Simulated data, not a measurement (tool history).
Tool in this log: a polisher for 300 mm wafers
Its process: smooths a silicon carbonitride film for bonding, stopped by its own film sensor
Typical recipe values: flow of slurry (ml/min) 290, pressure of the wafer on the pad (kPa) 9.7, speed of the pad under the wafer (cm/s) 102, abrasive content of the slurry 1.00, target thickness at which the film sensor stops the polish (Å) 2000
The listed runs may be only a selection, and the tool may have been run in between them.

run   hour  flow of slurry (ml/min)  pressure of the wafer on the pad (kPa)  speed of the pad under the wafer (cm/s)  abrasive content of the slurry  target thickness at which the film sensor stops the polish (Å)  wafers since the last listed run  wafers polished on this pad  hours since the slurry nozzle was cleaned  hours since the head pressure was calibrated  hours since the slurry blender was calibrated  incoming thickness of the incoming film, nm  time until the film sensor stopped the polish (s)
  1    0.0                      290                                     9.7                                      102                            1.00                                                            2000                                 0                          263                                      112.1                                         747.2                                          189.8                                        229.6                                              166.8
  2    7.2                      290                                     9.7                                      102                            1.00                                                            2040                                55                          319                                      119.3                                         754.4                                          197.0                                        228.0                                              136.1
  3   22.0                      290                                     9.7                                      102                            1.00                                                            2040                               113                          432                                      134.1                                         769.2                                          211.8                                        232.7                                              163.5
  4   39.7                      290                                     9.7                                      102                            1.00                                                            2000                               135                          568                                      151.8                                         786.9                                          229.5                                        231.9                                              181.8
  5   51.6                      290                                     9.7                                      102                            1.00                                                            2000                                91                          660                                      163.7                                         798.8                                          241.4                                        230.2                                              174.9
  6   84.4                      290                                     9.7                                      102                            1.00                                                            2000                               251                          911                                      196.5                                         831.6                                          274.2                                        228.2                                              165.1
  7   93.3                      290                                     9.7                                      102                            1.00                                                            2000                                68                          980                                      205.4                                         840.5                                          283.1                                        232.6                                              192.6
      97.3  -- head pressure recalibrated
  8  102.5                      290                                     9.7                                      102                            1.00                                                            2000                                55                         1035                                      214.6                                           5.2                                          292.3                                        228.3                                              172.0
  9  117.0                      290                                     9.7                                      102                            1.00                                                            2000                               111                         1146                                      229.1                                          19.7                                          306.8                                        230.6                                              193.2
 10  126.9                      290                                     9.7                                      102                            1.00                                                            2000                                76                         1223                                      239.0                                          29.6                                          316.7                                        230.2                                              189.9
     139.0  -- worn pad replaced by a new one
 11  144.6                      290                                     9.7                                      102                            1.00                                                            2000                               105                           43                                      256.7                                          47.3                                          334.4                                        228.7                                              159.6
 12  153.9                      205                                     6.2                                      134                            1.00                                                            2000                                71                          114                                      266.0                                          56.6                                          343.7                                        229.8                                              196.4
 13  163.4                      290                                     9.7                                      130                            1.00                                                            2000                                72                          187                                      275.5                                          66.1                                          353.2                                        230.2                                              139.5
 14  170.2                      290                                     9.7                                      102                            1.00                                                            2000                                52                          239                                      282.3                                          72.9                                          360.0                                        234.1                                              191.1
 15  184.0                      325                                     9.7                                       70                            1.00                                                            2000                               105                          345                                      296.1                                          86.7                                          373.8                                        230.9                                              226.0
 16  197.2                      290                                    12.4                                      102                            1.00                                                            2000                               101                          447                                      309.3                                          99.9                                          387.0                                        230.3                                              140.0
     204.1  -- slurry blender recalibrated
     212.8  -- slurry nozzle cleaned
 17  214.0                      245                                    11.7                                      102                            1.20                                                            2000                               105                          553                                        1.2                                         116.7                                            9.9                                        233.0                                              155.5
 18  228.5                      205                                     6.9                                      102                            1.25                                                            1920                               111                          664                                       15.7                                         131.2                                           24.4                                        231.8                                              289.3
 19  234.8                      290                                     9.7                                      102                            1.00                                                            2080                                48                          712                                       22.0                                         137.5                                           30.7                                        228.8                                              116.3
 20  249.6                      205                                     6.2                                      134                            1.00                                                            2000                               113                          826                                       36.8                                         152.3                                           45.5                                        228.9                                              201.2
 21  262.5                      290                                     9.7                                      102                            1.00                                                            2000                                99                          925                                       49.7                                         165.2                                           58.4                                        229.0                                              172.8
 22  279.7                      290                                     9.7                                       84                            0.85                                                            2000                               132                         1057                                       66.9                                         182.4                                           75.6                                        232.0                                              229.4
 23  290.9                      290                                     9.7                                      136                            1.00                                                            2040                                86                         1143                                       78.1                                         193.6                                           86.8                                        232.3                                              137.7

Consider 4 possible next runs. They are alternatives, not a sequence: every one starts from the tool as it was left by run 23. What does each give?
  A  291.4                      290                                     9.7                                      102                            1.00                                                            2100                                 3                         1147                                       78.6                                         194.1                                           87.3                                        230.0                                                  ?
  B  291.4                      290                                     7.6                                      102                            1.25                                                            2030                                 3                         1147                                       78.6                                         194.1                                           87.3                                        230.0                                                  ?
  C  291.4                      385                                     9.7                                       84                            1.00                                                            2000                                 3                         1147                                       78.6                                         194.1                                           87.3                                        230.0                                                  ?
  D  291.4                      290                                     9.7                                      102                            1.00                                                            1910                                 3                         1147                                       78.6                                         194.1                                           87.3                                        230.0                                                  ?

run  time until the film sensor stopped the polish (s)
  A                                              127.0
  B                                              193.9
  C                                              218.0
  D                                              247.6
The same runs, with their run-to-run variation unchanged, on a tool lacking any hidden condition would have given:
run  time until the film sensor stopped the polish (s)
  A                                              115.3
  B                                              176.1
  C                                              197.9
  D                                              224.8

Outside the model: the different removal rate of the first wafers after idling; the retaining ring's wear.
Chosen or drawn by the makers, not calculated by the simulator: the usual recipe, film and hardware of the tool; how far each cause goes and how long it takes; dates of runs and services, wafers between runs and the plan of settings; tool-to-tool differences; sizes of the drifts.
